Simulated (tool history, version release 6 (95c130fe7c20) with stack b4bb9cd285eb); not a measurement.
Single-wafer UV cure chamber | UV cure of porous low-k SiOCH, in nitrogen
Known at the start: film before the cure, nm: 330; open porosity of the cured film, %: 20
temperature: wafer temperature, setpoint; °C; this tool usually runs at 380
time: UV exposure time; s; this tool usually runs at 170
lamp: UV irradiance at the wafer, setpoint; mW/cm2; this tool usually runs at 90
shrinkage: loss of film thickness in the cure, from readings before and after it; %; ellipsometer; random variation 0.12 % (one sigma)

| run | hour | temperature | time | lamp | wafers since the last listed run | hours since the UV bulbs were replaced | wafers since the quartz window was cleaned | shrinkage |
|---|---|---|---|---|---|---|---|---|
| 1 | 0.0 | 380 | 95 | 90 | 0 | 2062.4 | 2523 | 5.972 |
| 2 | 28.4 | 380 | 95 | 90 | 179 | 2090.8 | 2703 | 5.876 |
| 3 | 83.0 | 395 | 170 | 90 | 346 | 2145.4 | 3049 | 8.356 |
|  | 122.3 | quartz window cleaned |
| 4 | 135.4 | 395 | 170 | 90 | 281 | 2197.8 | 83 | 8.250 |
| 5 | 168.8 | 395 | 170 | 90 | 211 | 2231.2 | 294 | 8.246 |
| 6 | 211.5 | 380 | 170 | 90 | 270 | 2273.9 | 565 | 7.754 |
| 7 | 279.9 | 380 | 170 | 90 | 433 | 2342.3 | 999 | 7.839 |
|  | 302.1 | UV bulbs replaced |
| 8 | 494.2 | 380 | 170 | 90 | 1307 | 192.1 | 2306 | 9.080 |
| 9 | 653.1 | 372 | 170 | 90 | 1007 | 351.0 | 3313 | 8.837 |
|  | 716.2 | quartz window cleaned |
| 10 | 718.1 | 380 | 170 | 90 | 361 | 416.0 | 12 | 9.115 |
| 11 | 781.2 | 399 | 125 | 90 | 399 | 479.1 | 411 | 8.164 |
| 12 | 813.3 | 380 | 170 | 78 | 203 | 511.2 | 615 | 8.337 |
| 13 | 880.9 | 388 | 215 | 117 | 428 | 578.8 | 1043 | 11.167 |
| 14 | 941.8 | 380 | 170 | 90 | 385 | 639.7 | 1429 | 9.003 |
| 15 | 980.2 | 380 | 70 | 90 | 243 | 678.1 | 1673 | 5.461 |

3 options for the next run, each taken on its own from the tool as it stands now. Forecast them:
| A | 980.7 | 380 | 170 | 90 | 3 | 678.6 | 1676 | ? |
| B | 980.7 | 396 | 170 | 70 | 3 | 678.6 | 1676 | ? |
| C | 980.7 | 380 | 250 | 53 | 3 | 678.6 | 1676 | ? |

| run | shrinkage |
|---|---|
| A | 8.953 |
| B | 8.196 |
| C | 8.371 |
Without the tool's unlogged condition, the same runs would have read:
| run | shrinkage |
|---|---|
| A | 9.064 |
| B | 8.305 |
| C | 8.480 |
